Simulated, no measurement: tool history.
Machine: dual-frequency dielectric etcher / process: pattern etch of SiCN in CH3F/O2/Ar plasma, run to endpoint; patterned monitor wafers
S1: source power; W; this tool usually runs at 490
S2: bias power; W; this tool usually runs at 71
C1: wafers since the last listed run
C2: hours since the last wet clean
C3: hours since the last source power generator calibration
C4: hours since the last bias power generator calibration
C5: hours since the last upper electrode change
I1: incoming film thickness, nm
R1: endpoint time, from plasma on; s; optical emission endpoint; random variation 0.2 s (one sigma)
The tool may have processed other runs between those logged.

run	day	S1	S2	C1	C2	C3	C4	C5	I1	R1
1	0.000	490	71	0	582.5	1942.7	308.3	2966.7	12.99	37.0
2	1.854	490	71	703	627.0	1987.2	352.8	3011.2	13.08	36.7
3	4.754	490	71	1099	696.6	2056.8	422.4	3080.8	13.06	37.2
# day 6.879: wet clean of the chamber
4	6.900	490	71	434	0.5	2108.3	473.9	3132.3	13.06	35.8
5	9.608	490	71	1027	65.5	2173.3	538.9	3197.3	12.98	35.9
6	14.021	490	71	1673	171.4	2279.2	644.8	3303.2	12.92	35.9
# day 15.604: source power generator calibrated
7	15.625	490	71	545	209.9	0.5	683.3	3341.7	12.96	36.0
8	18.483	490	71	1083	278.5	69.1	751.9	3410.3	12.93	36.1
9	20.496	490	71	763	326.8	117.4	800.2	3458.6	12.96	36.3
10	24.162	490	71	1390	414.8	205.4	888.2	3546.6	13.05	37.0
11	28.025	490	71	1464	507.5	298.1	980.9	3639.3	12.97	36.4
12	30.317	490	57	869	562.5	353.1	1035.9	3694.3	13.07	40.0
13	32.717	490	57	910	620.1	410.7	1093.5	3751.9	13.01	39.9
# day 37.321: wet clean of the chamber
14	37.342	490	57	1374	0.5	521.7	1204.5	3862.9	12.86	38.3
15	39.250	490	61	723	46.3	567.5	1250.3	3908.7	13.04	37.6
16	41.496	450	61	851	100.2	621.4	1304.2	3962.6	12.98	39.8
17	48.392	520	71	2615	265.7	786.9	1469.7	4128.1	13.04	35.3
18	50.917	390	89	957	326.3	847.5	1530.3	4188.7	13.00	38.4
# day 59.258: bias power generator calibrated
19	61.196	390	54	3834	573.0	1094.2	46.5	4435.4	13.03	46.7
20	62.946	390	65	663	615.0	1136.2	88.5	4477.4	12.95	43.5
21	65.150	430	88	835	667.9	1189.1	141.4	4530.3	13.08	37.4
# day 69.025: wet clean of the chamber
# day 69.112: upper electrode replaced
22	69.133	440	82	1098	2.6	1284.7	237.0	0.5	13.03	36.1
23	72.438	420	58	1253	81.9	1364.0	316.3	79.8	13.00	42.2
24	74.325	460	77	715	127.2	1409.3	361.6	125.1	12.87	35.7
25	77.071	540	79	1041	193.1	1475.2	427.5	191.0	13.07	32.6
26	79.325	610	58	854	247.2	1529.3	481.6	245.1	13.02	34.0
27	82.867	490	71	1343	332.2	1614.3	566.6	330.1	12.93	35.9
28	86.521	490	61	1385	419.9	1702.0	654.3	417.8	12.92	37.8
29	90.433	580	78	1483	513.8	1795.9	748.2	511.7	12.96	32.0
30	93.212	450	71	1053	580.5	1862.6	814.9	578.4	12.99	38.9
# day 95.567: wet clean of the chamber
31	95.942	490	71	655	9.0	1928.1	880.4	643.9	13.18	36.4
32	100.388	490	71	1685	115.7	2034.8	987.1	750.6	12.84	35.9
33	103.725	490	61	1265	195.8	2114.9	1067.2	830.7	12.95	38.0
34	105.858	440	57	809	247.0	2166.1	1118.4	881.9	12.94	41.8
35	109.075	390	89	1219	324.2	2243.3	1195.6	959.1	13.01	38.7

4 options for the next run, each taken on its own from the tool as it stands now. Forecast them:
A	109.092	490	71	6	324.6	2243.7	1196.0	959.5	12.95	?
B	109.092	390	58	6	324.6	2243.7	1196.0	959.5	12.95	?
C	109.092	490	65	6	324.6	2243.7	1196.0	959.5	12.95	?
D	109.092	380	61	6	324.6	2243.7	1196.0	959.5	12.95	?

run	R1
A	36.4
B	45.1
C	37.5
D	45.1
Without the tool's hidden state the same runs would have given:
run	R1
A	35.8
B	44.3
C	36.9
D	44.3
